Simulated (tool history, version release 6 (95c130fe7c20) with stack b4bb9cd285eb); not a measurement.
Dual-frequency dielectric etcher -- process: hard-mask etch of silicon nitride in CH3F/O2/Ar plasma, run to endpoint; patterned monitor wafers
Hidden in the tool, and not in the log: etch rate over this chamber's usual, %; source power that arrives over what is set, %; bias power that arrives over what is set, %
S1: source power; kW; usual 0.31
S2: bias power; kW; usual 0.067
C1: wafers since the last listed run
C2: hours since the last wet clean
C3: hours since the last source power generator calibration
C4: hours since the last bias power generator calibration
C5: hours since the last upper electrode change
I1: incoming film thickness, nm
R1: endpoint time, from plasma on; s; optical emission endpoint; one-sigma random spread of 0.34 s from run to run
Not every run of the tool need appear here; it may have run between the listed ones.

| run | hour | S1 | S2 | C1 | C2 | C3 | C4 | C5 | I1 | R1 |
|---|---|---|---|---|---|---|---|---|---|---|
| 1 | 0 | 0.31 | 0.067 | 0 | 144.5 | 2954.6 | 1385.9 | 2011.6 | 32.32 | 54.1 |
| 2 | 75.9 | 0.31 | 0.067 | 1001 | 220.4 | 3030.5 | 1461.8 | 2087.5 | 32.46 | 53.6 |
| 3 | 114.7 | 0.31 | 0.067 | 511 | 259.2 | 3069.3 | 1500.6 | 2126.3 | 32.17 | 53.6 |
| 4 | 167.2 | 0.31 | 0.067 | 692 | 311.7 | 3121.8 | 1553.1 | 2178.8 | 32.54 | 54.8 |
| 5 | 253.6 | 0.31 | 0.067 | 1139 | 398.1 | 3208.2 | 1639.5 | 2265.2 | 32.35 | 53.4 |
| 6 | 332.6 | 0.26 | 0.067 | 1042 | 477.1 | 3287.2 | 1718.5 | 2344.2 | 32.38 | 55.6 |
| 7 | 408.3 | 0.26 | 0.067 | 998 | 552.8 | 3362.9 | 1794.2 | 2419.9 | 32.41 | 55.9 |
|  | 511.6 | wet clean of the chamber |
| 8 | 713.4 | 0.31 | 0.067 | 3708 | 201.8 | 3668 | 2099.3 | 2725 | 32.35 | 54.1 |
| 9 | 797.9 | 0.31 | 0.067 | 1114 | 286.3 | 3752.5 | 2183.8 | 2809.5 | 32.2 | 54 |
|  | 844.7 | bias power generator calibrated |
| 10 | 852.3 | 0.31 | 0.067 | 664 | 340.7 | 3806.9 | 7.6 | 2863.9 | 32.22 | 53.3 |
| 11 | 911.3 | 0.31 | 0.067 | 778 | 399.7 | 3865.9 | 66.6 | 2922.9 | 32.55 | 54 |
| 12 | 972.3 | 0.31 | 0.067 | 804 | 460.7 | 3926.9 | 127.6 | 2983.9 | 32.33 | 53 |
|  | 1084.7 | wet clean of the chamber |
|  | 1146.6 | upper electrode replaced |
|  | 1254.1 | source power generator calibrated |
| 13 | 1271.3 | 0.31 | 0.067 | 3258 | 186.6 | 17.2 | 426.6 | 124.7 | 32.32 | 53.7 |
| 14 | 1351 | 0.31 | 0.062 | 1051 | 266.3 | 96.9 | 506.3 | 204.4 | 32.19 | 55 |
| 15 | 1422.1 | 0.26 | 0.067 | 937 | 337.4 | 168 | 577.4 | 275.5 | 32.16 | 55.8 |
| 16 | 1479.7 | 0.37 | 0.077 | 759 | 395 | 225.6 | 635 | 333.1 | 32.09 | 49 |
| 17 | 1586.8 | 0.31 | 0.062 | 1412 | 502.1 | 332.7 | 742.1 | 440.2 | 32.27 | 53.5 |
|  | 1649.8 | wet clean of the chamber |
| 18 | 1650.3 | 0.29 | 0.067 | 521 | 0.5 | 396.2 | 805.6 | 503.7 | 32.07 | 55.9 |
| 19 | 1743.6 | 0.37 | 0.057 | 1230 | 93.8 | 489.5 | 898.9 | 597 | 32.17 | 52.2 |
| 20 | 1779.8 | 0.31 | 0.067 | 477 | 130 | 525.7 | 935.1 | 633.2 | 32.04 | 53.3 |
| 21 | 1833.4 | 0.37 | 0.081 | 707 | 183.6 | 579.3 | 988.7 | 686.8 | 32.11 | 49.3 |
| 22 | 1927.2 | 0.31 | 0.067 | 1237 | 277.4 | 673.1 | 1082.5 | 780.6 | 32.13 | 53 |
| 23 | 2027.1 | 0.25 | 0.083 | 1317 | 377.3 | 773 | 1182.4 | 880.5 | 31.99 | 54.2 |
| 24 | 2100.3 | 0.24 | 0.067 | 965 | 450.5 | 846.2 | 1255.6 | 953.7 | 32.29 | 57.4 |
|  | 2191.8 | wet clean of the chamber |
| 25 | 2192.3 | 0.31 | 0.067 | 897 | 0.5 | 938.2 | 1347.6 | 1045.7 | 32.29 | 54.5 |
| 26 | 2230 | 0.31 | 0.06 | 497 | 38.2 | 975.9 | 1385.3 | 1083.4 | 32.15 | 54.9 |

List, for all runs, the conditions of the tool that the log does not record:
source power that arrives over what is set, %: 0 across all the runs
bias power that arrives over what is set, %: 0 across all the runs
H1: etch rate over this chamber's usual, %
| run | H1 |
|---|---|
| 1 | 0.776 |
| 2 | 1.17 |
| 3 | 1.38 |
| 4 | 1.65 |
| 5 | 2.1 |
| 6 | 2.52 |
| 7 | 2.91 |
| 8 | 0.898 |
| 9 | 1.34 |
| 10 | 1.62 |
| 11 | 1.93 |
| 12 | 2.25 |
| 13 | 0.767 |
| 14 | 1.18 |
| 15 | 1.56 |
| 16 | 1.86 |
| 17 | 2.42 |
| 18 | -0.0248 |
| 19 | 0.463 |
| 20 | 0.653 |
| 21 | 0.933 |
| 22 | 1.42 |
| 23 | 1.95 |
| 24 | 2.33 |
| 25 | -0.0397 |
| 26 | 0.158 |

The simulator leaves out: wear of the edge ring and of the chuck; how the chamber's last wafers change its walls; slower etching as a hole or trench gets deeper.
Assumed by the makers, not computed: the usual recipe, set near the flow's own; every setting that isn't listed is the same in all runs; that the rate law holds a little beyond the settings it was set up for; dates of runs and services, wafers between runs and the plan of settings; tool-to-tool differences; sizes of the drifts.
